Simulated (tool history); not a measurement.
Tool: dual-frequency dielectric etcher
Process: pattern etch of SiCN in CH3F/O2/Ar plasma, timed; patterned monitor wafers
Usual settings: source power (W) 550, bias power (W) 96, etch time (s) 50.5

run    hour  source power (W)  bias power (W)  etch time (s)  read-back reference wafer on the same gauge, depth_nm  mean etch depth across the wafer (angstrom)
  1       0               550              96             45                                                   20.2                                        183.2
  2    34.6               550             104           50.5                                                  20.19                                        212.1
  3    81.6               630              96           50.5                                                   20.2                                          220
  4   141.9               630              96           50.5                                                  20.17                                        220.3
  5   187.8               630              96           50.5                                                  20.18                                        220.4
  6   241.1               510              96           50.5                                                  20.23                                        197.5
  7   276.2               510              96           50.5                                                  20.21                                        198.4
  8   319.2               510              96           50.5                                                  20.19                                        197.6
  9   375.7               550              96           40.5                                                  20.22                                        164.7
      417.1  -- wet clean of the chamber
 10   417.6               550              96           40.5                                                  20.21                                        164.3
 11   435.3               550              96           40.5                                                  20.18                                        165.7
 12   482.1               610              89             55                                                  20.22                                        229.4
 13   524.6               440              79             39                                                  20.21                                        132.7
 14     735               550              96           50.5                                                  20.21                                        203.6
 15   760.8               550             108           50.5                                                  20.21                                          211
      775.8  -- source power generator calibrated
 16     786               550              96           50.5                                                  20.21                                        201.8
      823.7  -- upper electrode replaced
 17   824.2               550             110           50.5                                                  20.21                                          210
 18   853.5               550              80           50.5                                                  20.21                                        190.4
      907.7  -- wet clean of the chamber
 19   909.6               650             108             40                                                  20.21                                        179.8
      926.4  -- bias power generator calibrated
 20     937               460              96             59                                                  20.21                                        215.4
     1000.9  -- gauge calibrated
 21  1004.1               550              96             62                                                  20.22                                          248
 22  1058.7               550              96           50.5                                                   20.2                                        201.1
 23  1128.3               440              86           63.5                                                  20.21                                        218.8
     1192.4  -- source power generator calibrated, repeated, since the last time left the tool worse
 24  1197.9               550              80           50.5                                                  20.19                                        198.3
 25  1255.8               410             119           38.5                                                  20.21                                        146.2
     1458.8  -- wet clean of the chamber
 26  1460.9               550             111           50.5                                                  20.19                                        215.9
 27  1519.2               450             115             55                                                   20.2                                          216
 28  1551.6               550              96           50.5                                                  20.21                                        207.7
 29  1588.3               420             102             41                                                   20.2                                        150.3

Measured less the same run without the tool's hidden state. The same run-to-run variation is in both; the gauge's scatter may not be:
The hidden state here: etch rate over this chamber's usual, %; source power that arrives over what is set, %; bias power that arrives over what is set, %; gauge reads high (%).
run  mean etch depth across the wafer (angstrom)
  1                                         -2.3
  2                                         -2.7
  3                                         -2.8
  4                                           -3
  5                                         -3.2
  6                                         -2.9
  7                                           -3
  8                                         -3.1
  9                                         -2.7
 10                                         -2.8
 11                                         -2.8
 12                                         -4.2
 13                                         -2.5
 14                                         -4.3
 15                                         -4.6
 16                                           -7
 17                                         -7.2
 18                                         -6.6
 19                                         -6.2
 20                                         -7.5
 21                                         -8.6
 22                                           -7
 23                                         -7.6
 24                                         -0.4
 25                                         -0.2
 26                                         -0.5
 27                                         -0.5
 28                                         -0.5
 29                                         -0.3
